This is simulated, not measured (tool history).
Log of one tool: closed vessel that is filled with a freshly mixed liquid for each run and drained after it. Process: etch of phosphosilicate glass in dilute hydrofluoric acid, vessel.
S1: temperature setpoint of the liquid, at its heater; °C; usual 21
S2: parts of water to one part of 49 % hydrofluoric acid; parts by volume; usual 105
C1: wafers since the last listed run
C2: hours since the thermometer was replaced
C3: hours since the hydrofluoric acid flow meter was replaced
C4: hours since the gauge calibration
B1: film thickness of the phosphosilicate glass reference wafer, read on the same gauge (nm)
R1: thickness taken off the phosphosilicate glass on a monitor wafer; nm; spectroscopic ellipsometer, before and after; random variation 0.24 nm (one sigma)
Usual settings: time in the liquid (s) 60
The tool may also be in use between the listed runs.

Run 1, hour 0: usual settings but time in the liquid (s) 70; C1 0; C2 2091.7; C3 1765.3; C4 735.2; B1 99.99. Result: R1 65.44 nm.
Run 2, hour 30.3: usual settings but time in the liquid (s) 70; C1 4458; C2 2122; C3 1795.6; C4 765.5; B1 100.01. Result: R1 65.84 nm.
Run 3, hour 81.2: usual settings; C1 7490; C2 2172.9; C3 1846.5; C4 816.4; B1 100.01. Result: R1 56.24 nm.
Run 4, hour 140.6: usual settings; C1 8740; C2 2232.3; C3 1905.9; C4 875.8; B1 99.99. Result: R1 56.07 nm.
Run 5, hour 191: usual settings; C1 7416; C2 2282.7; C3 1956.3; C4 926.2; B1 100. Result: R1 56.18 nm.
Run 6, hour 235.8: usual settings; C1 6592; C2 2327.5; C3 2001.1; C4 971; B1 100.01. Result: R1 56.02 nm.
Run 7, hour 268.3: usual settings; C1 4782; C2 2360; C3 2033.6; C4 1003.5; B1 100. Result: R1 56.1 nm.
Run 8, hour 312.4: usual settings; C1 6489; C2 2404.1; C3 2077.7; C4 1047.6; B1 100. Result: R1 55.79 nm.
Run 9, hour 368.3: usual settings; C1 8225; C2 2460; C3 2133.6; C4 1103.5; B1 99.98. Result: R1 55.69 nm.
Run 10, hour 433.1: usual settings but S1 18.5 °C, S2 85 parts by volume; C1 9535; C2 2524.8; C3 2198.4; C4 1168.3; B1 100. Result: R1 63.28 nm.
Run 11, hour 503.9: usual settings; C1 10418; C2 2595.6; C3 2269.2; C4 1239.1; B1 100. Result: R1 55.31 nm.
Run 12, hour 543.8: usual settings but S1 17.5 °C, S2 140 parts by volume; C1 5871; C2 2635.5; C3 2309.1; C4 1279; B1 100.01. Result: R1 34.87 nm.
Run 13, hour 614: usual settings; C1 10330; C2 2705.7; C3 2379.3; C4 1349.2; B1 100. Result: R1 55.26 nm.
At hour 622.4: hydrofluoric acid flow meter replaced.
Run 14, hour 644.8: usual settings; C1 4385; C2 2736.5; C3 22.4; C4 1380; B1 100. Result: R1 55.11 nm.
At hour 731.8: thermometer replaced.
Run 15, hour 801.3: usual settings but time in the liquid (s) 70; C1 22882; C2 69.5; C3 178.9; C4 1536.5; B1 99.99. Result: R1 70.86 nm.
At hour 809.4: gauge calibrated.
Run 16, hour 841: usual settings but S2 140 parts by volume, time in the liquid (s) 45; C1 5841; C2 109.2; C3 218.6; C4 31.6; B1 100.01. Result: R1 32.66 nm.
Run 17, hour 906.3: usual settings but S1 23 °C; C1 9608; C2 174.5; C3 283.9; C4 96.9; B1 99.99. Result: R1 65.9 nm.
Run 18, hour 964.3: usual settings but S1 25 °C, S2 60 parts by volume; C1 8534; C2 232.5; C3 341.9; C4 154.9; B1 100. Result: R1 131.57 nm.
Run 19, hour 1013.8: usual settings but S2 90 parts by volume, time in the liquid (s) 80; C1 7283; C2 282; C3 391.4; C4 204.4; B1 99.99. Result: R1 95.43 nm.
Run 20, hour 1061.1: usual settings but S1 24 °C, S2 85 parts by volume, time in the liquid (s) 35; C1 6960; C2 329.3; C3 438.7; C4 251.7; B1 100.01. Result: R1 50.22 nm.
Run 21, hour 1109.6: usual settings; C1 7136; C2 377.8; C3 487.2; C4 300.2; B1 100. Result: R1 60.14 nm.
Run 22, hour 1149.8: usual settings but S2 145 parts by volume, time in the liquid (s) 45; C1 5915; C2 418; C3 527.4; C4 340.4; B1 99.99. Result: R1 31.07 nm.
Run 23, hour 1177.6: usual settings but S2 60 parts by volume; C1 4090; C2 445.8; C3 555.2; C4 368.2; B1 100. Result: R1 110.64 nm.
Run 24, hour 1244.3: usual settings but S1 19.5 °C; C1 9814; C2 512.5; C3 621.9; C4 434.9; B1 99.99. Result: R1 56.64 nm.

Forecast each of these 3 alternatives for the next run:
Run A, hour 1245: usual settings but S2 55 parts by volume; C1 103; C2 513.2; C3 622.6; C4 435.6; B1 ?. Result: R1 ?.
Run B, hour 1245: usual settings but S1 26 °C, S2 145 parts by volume; C1 103; C2 513.2; C3 622.6; C4 435.6; B1 ?. Result: R1 ?.
Run C, hour 1245: usual settings but S1 18 °C, S2 80 parts by volume, time in the liquid (s) 85; C1 103; C2 513.2; C3 622.6; C4 435.6; B1 ?. Result: R1 ?.

run   B1      R1
  A  100  121.92
  B  100   50.68
  C  100  101.64
Without the tool's hidden state the same runs would have given:
run      R1
  A  124.09
  B   51.49
  C  103.46

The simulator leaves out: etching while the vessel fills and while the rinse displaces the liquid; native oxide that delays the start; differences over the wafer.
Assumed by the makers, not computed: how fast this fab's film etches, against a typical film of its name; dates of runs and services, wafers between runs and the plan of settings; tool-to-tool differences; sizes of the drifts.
